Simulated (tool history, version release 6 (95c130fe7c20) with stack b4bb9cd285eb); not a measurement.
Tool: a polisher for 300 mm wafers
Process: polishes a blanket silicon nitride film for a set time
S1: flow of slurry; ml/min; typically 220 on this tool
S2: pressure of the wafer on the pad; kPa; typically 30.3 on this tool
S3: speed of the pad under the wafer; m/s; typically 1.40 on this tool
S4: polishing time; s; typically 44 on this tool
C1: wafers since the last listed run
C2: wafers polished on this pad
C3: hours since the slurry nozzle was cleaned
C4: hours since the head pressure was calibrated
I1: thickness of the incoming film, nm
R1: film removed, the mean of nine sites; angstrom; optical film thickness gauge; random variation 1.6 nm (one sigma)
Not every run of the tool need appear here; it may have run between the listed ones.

run	hour	S1	S2	S3	S4	C1	C2	C3	C4	I1	R1
1	0.0	220	30.3	1.40	44	0	1110	8.9	2.8	410.0	1467
# hour 5.3: worn pad replaced by a new one
2	27.1	220	30.3	1.40	44	181	171	36.0	29.9	406.6	1485
3	54.0	220	30.3	1.40	47	211	383	62.9	56.8	405.9	1580
4	75.9	220	30.3	1.40	47	172	555	84.8	78.7	404.3	1544
5	99.5	220	30.3	1.40	47	185	741	108.4	102.3	405.0	1564
6	124.7	220	30.3	1.30	44	198	939	133.6	127.5	411.7	1381
7	158.5	220	30.3	1.78	44	266	1205	167.4	161.3	418.3	1767
# hour 169.9: worn pad replaced by a new one
8	181.2	220	30.3	1.78	44	147	89	190.1	184.0	401.3	1860
9	211.1	220	30.3	1.78	44	235	324	220.0	213.9	410.0	1778
10	224.6	220	30.3	1.40	44	106	430	233.5	227.4	410.0	1463
11	239.1	270	30.3	1.78	44	114	544	248.0	241.9	402.5	1777
12	274.0	270	30.3	1.78	44	274	819	282.9	276.8	405.9	1768
13	298.3	220	30.3	1.40	40	191	1010	307.2	301.1	410.3	1298
# hour 315.4: head pressure recalibrated
# hour 335.0: worn pad replaced by a new one, of another model than before
14	346.4	220	30.3	1.40	40	331	89	355.3	31.0	402.7	1384
15	359.9	220	30.3	1.40	44	106	195	368.8	44.5	407.8	1481
16	375.2	220	30.3	1.40	44	120	316	384.1	59.8	409.2	1469
17	396.7	220	30.3	1.68	44	169	485	405.6	81.3	407.6	1644
18	410.4	220	30.3	1.64	44	107	593	419.3	95.0	409.8	1611
19	432.9	165	20.7	1.40	38	177	770	441.8	117.5	408.1	798
20	449.4	270	30.3	1.78	44	129	900	458.3	134.0	412.4	1718
21	468.4	220	30.3	1.40	44	149	1049	477.3	153.0	413.7	1465
# hour 478.3: worn pad replaced by a new one
22	495.7	220	30.3	0.94	44	183	137	504.6	180.3	403.4	1227
23	513.0	280	33.1	1.76	33	136	273	521.9	197.6	408.7	1426
24	536.1	240	37.9	1.40	44	181	455	545.0	220.7	402.6	1903
# hour 537.9: slurry nozzle cleaned
25	555.4	185	21.4	1.72	49	144	599	17.5	240.0	415.4	1241
26	578.9	220	30.3	1.40	59	184	784	41.0	263.5	416.9	2007
27	601.8	220	30.3	1.40	44	180	964	63.9	286.4	402.8	1446
# hour 610.9: worn pad replaced by a new one
28	632.8	220	30.3	1.18	44	212	172	94.9	317.4	412.7	1382
29	657.6	220	30.3	1.40	44	195	367	119.7	342.2	409.3	1477
# hour 667.6: head pressure recalibrated
30	687.9	265	40.0	0.98	31	222	590	150.0	20.3	410.5	1165
31	721.9	220	30.3	1.40	51	267	857	184.0	54.3	410.8	1678
32	738.8	285	40.7	1.40	44	133	990	200.9	71.2	406.5	2031

Run 33, settings as shown, results not yet in. Your forecast:
33	759.8	220	36.5	1.62	40	165	1156	221.9	92.2	410.0	?

Logged for run 33: R1 1729 angstrom.
With the hidden condition absent and the run-to-run variation left alone, this run would have shown R1 1813 angstrom.
